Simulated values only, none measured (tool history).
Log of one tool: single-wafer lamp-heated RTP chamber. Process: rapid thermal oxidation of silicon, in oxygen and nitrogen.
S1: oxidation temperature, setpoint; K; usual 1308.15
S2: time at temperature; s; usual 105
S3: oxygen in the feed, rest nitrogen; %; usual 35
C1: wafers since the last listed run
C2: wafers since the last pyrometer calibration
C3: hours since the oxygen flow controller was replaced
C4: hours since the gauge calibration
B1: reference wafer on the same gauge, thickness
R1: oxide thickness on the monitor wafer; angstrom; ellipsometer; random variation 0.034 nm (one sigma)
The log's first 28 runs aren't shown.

{"run": 29, "hour": 1435.8, "S1": 1295.15, "S2": 65, "S3": 27, "C1": 791, "C2": 3597, "C3": 69.4, "C4": 319, "B1": 8.274, "R1": 48.83}
{"run": 30, "hour": 1474.9, "S1": 1300.15, "S2": 105, "S3": 25, "C1": 472, "C2": 4069, "C3": 108.5, "C4": 358.1, "B1": 8.279, "R1": 60.09}
{"run": 31, "hour": 1508.2, "S1": 1308.15, "S2": 68, "S3": 35, "C1": 402, "C2": 4472, "C3": 141.8, "C4": 391.4, "B1": 8.279, "R1": 59.41}
{"run": 32, "hour": 1580.2, "S1": 1308.15, "S2": 151, "S3": 58, "C1": 870, "C2": 5343, "C3": 213.8, "C4": 463.4, "B1": 8.306, "R1": 101.89}
{"hour": 1690.5, "done": "pyrometer window cleaned and pyrometer calibrated"}
{"run": 33, "hour": 1785.6, "S1": 1282.15, "S2": 105, "S3": 35, "C1": 2386, "C2": 1149, "C3": 419.2, "C4": 668.8, "B1": 8.268, "R1": 58.67}
{"run": 34, "hour": 1811.7, "S1": 1283.15, "S2": 131, "S3": 17, "C1": 315, "C2": 1465, "C3": 445.3, "C4": 694.9, "B1": 8.281, "R1": 51.33}
{"run": 35, "hour": 1839.5, "S1": 1308.15, "S2": 68, "S3": 49, "C1": 336, "C2": 1801, "C3": 473.1, "C4": 722.7, "B1": 8.291, "R1": 65.22}
{"run": 36, "hour": 1874.8, "S1": 1308.15, "S2": 105, "S3": 35, "C1": 426, "C2": 2228, "C3": 508.4, "C4": 758, "B1": 8.3, "R1": 71.01}
{"run": 37, "hour": 1936.6, "S1": 1296.15, "S2": 125, "S3": 20, "C1": 747, "C2": 2975, "C3": 570.2, "C4": 819.8, "B1": 8.28, "R1": 58.14}

Forecast each of these 4 alternatives for the next run:
{"run": "A", "hour": 1937.0, "S1": 1308.15, "S2": 105, "S3": 35, "C1": 4, "C2": 2980, "C3": 570.6, "C4": 820.2, "B1": "?", "R1": "?"}
{"run": "B", "hour": 1937.0, "S1": 1308.15, "S2": 88, "S3": 59, "C1": 4, "C2": 2980, "C3": 570.6, "C4": 820.2, "B1": "?", "R1": "?"}
{"run": "C", "hour": 1937.0, "S1": 1318.15, "S2": 63, "S3": 49, "C1": 4, "C2": 2980, "C3": 570.6, "C4": 820.2, "B1": "?", "R1": "?"}
{"run": "D", "hour": 1937.0, "S1": 1308.15, "S2": 90, "S3": 17, "C1": 4, "C2": 2980, "C3": 570.6, "C4": 820.2, "B1": "?", "R1": "?"}

run=A B1=8.257 R1=70.77
run=B B1=8.257 R1=78.66
run=C B1=8.257 R1=68
run=D B1=8.257 R1=51.67
Without the tool's hidden state the same runs would have given:
run=A R1=69.57
run=B R1=77.3
run=C R1=66.86
run=D R1=50.84
